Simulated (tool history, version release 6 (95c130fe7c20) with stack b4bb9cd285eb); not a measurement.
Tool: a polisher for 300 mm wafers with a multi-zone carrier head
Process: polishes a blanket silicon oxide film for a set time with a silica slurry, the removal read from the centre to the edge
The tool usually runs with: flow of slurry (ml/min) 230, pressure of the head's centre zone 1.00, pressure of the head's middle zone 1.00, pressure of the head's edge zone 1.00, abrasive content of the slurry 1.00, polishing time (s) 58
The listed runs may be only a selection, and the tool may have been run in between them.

run     day  flow of slurry (ml/min)  pressure of the head's centre zone  pressure of the head's middle zone  pressure of the head's edge zone  abrasive content of the slurry  polishing time (s)  incoming thickness of the incoming film, nm  film removed at the wafer's centre (nm)  film removed at mid-radius (nm)  film removed at the wafer's edge (nm)
  1   0.000                      230                                1.04                                1.00                              1.00                            1.00                  58                                       1095.0                                    171.9                            169.5                                  163.8
  2   2.000                      270                                1.00                                1.00                              1.00                            1.00                  58                                       1085.0                                    171.9                            171.8                                  163.7
  3   4.721                      230                                1.00                                1.00                              1.00                            1.00                  58                                       1095.4                                    164.3                            168.1                                  163.8
      5.917  -- worn pad replaced by a new one
  4   6.138                      230                                1.00                                1.00                              1.00                            1.00                  58                                       1087.0                                    166.4                            165.5                                  165.1
  5   8.833                      230                                1.00                                1.05                              1.05                            1.00                  58                                       1074.3                                    166.1                            175.4                                  166.0
      9.096  -- centre zone pressure recalibrated
  6  11.662                      230                                1.00                                1.00                              0.89                            0.85                  58                                       1069.0                                    143.7                            145.8                                  137.8
     15.762  -- slurry nozzle cleaned
  7  16.033                      190                                1.00                                1.00                              0.89                            1.00                  58                                       1107.9                                    165.2                            162.2                                  152.3
     16.925  -- carrier head's membrane replaced by a new one
  8  17.071                      230                                1.10                                1.00                              1.05                            1.10                  58                                       1090.0                                    194.1                            179.3                                  179.9
  9  18.967                      230                                1.00                                1.08                              1.00                            1.00                  38                                       1091.2                                    106.4                            115.5                                  107.1
 10  20.721                      160                                1.00                                1.00                              1.10                            1.00                  78                                       1105.7                                    214.9                            219.0                                  226.3
 11  22.358                      230                                1.00                                1.00                              1.00                            1.00                  58                                       1096.2                                    164.6                            170.4                                  162.9
     22.571  -- edge zone pressure recalibrated
     23.783  -- worn pad replaced by a new one
 12  24.825                      230                                1.09                                1.00                              0.93                            1.10                  63                                       1077.2                                    206.6                            192.3                                  181.1
 13  26.279                      230                                1.00                                1.10                              0.93                            1.00                  46                                       1093.3                                    129.8                            145.4                                  124.3
     28.171  -- centre zone pressure recalibrated
 14  33.129                      230                                1.00                                1.00                              1.00                            1.00                  41                                       1088.8                                    117.3                            118.6                                  115.0
 15  35.100                      205                                1.12                                1.00                              1.00                            1.00                  47                                       1094.7                                    146.0                            137.1                                  130.8
 16  37.367                      230                                1.00                                1.00                              1.00                            1.00                  70                                       1079.0                                    198.9                            202.4                                  194.5
 17  39.862                      230                                1.00                                0.91                              1.00                            0.90                  58                                       1087.3                                    149.8                            145.3                                  152.6
 18  41.821                      230                                1.00                                0.93                              0.95                            1.00                  48                                       1069.5                                    136.7                            129.2                                  131.0
     45.875  -- worn pad replaced by a new one
     46.767  -- slurry nozzle cleaned
 19  47.208                      185                                1.00                                1.00                              1.00                            1.15                  58                                       1078.7                                    174.4                            180.9                                  176.3
     49.229  -- centre zone pressure recalibrated
 20  49.388                      230                                1.00                                1.00                              1.00                            1.00                  58                                       1094.5                                    164.8                            167.0                                  162.9
 21  50.738                      230                                1.00                                1.00                              1.00                            1.00                  58                                       1080.0                                    166.9                            167.7                                  164.9
 22  52.125                      230                                1.00                                1.10                              1.00                            1.25                  58                                       1106.4                                    186.2                            207.7                                  185.4

3 options for the next run, each taken on its own from the tool as it stands now. Forecast them:
  A  52.142                      230                                1.00                                1.00                              1.00                            0.85                  58                                       1085.3                                        ?                                ?                                      ?
  B  52.142                      230                                0.90                                1.00                              1.00                            1.00                  58                                       1085.3                                        ?                                ?                                      ?
  C  52.142                      230                                1.00                                1.00                              0.96                            0.80                  58                                       1085.3                                        ?                                ?                                      ?

run  film removed at the wafer's centre (nm)  film removed at mid-radius (nm)  film removed at the wafer's edge (nm)
  A                                    148.6                            144.4                                  144.6
  B                                    151.4                            163.2                                  163.3
  C                                    141.0                            137.0                                  134.5
Had the tool no hidden state, the same runs would have come out as:
run  film removed at the wafer's centre (nm)  film removed at mid-radius (nm)  film removed at the wafer's edge (nm)
  A                                    148.6                            144.4                                  144.6
  B                                    151.4                            163.2                                  163.3
  C                                    141.0                            137.0                                  134.5
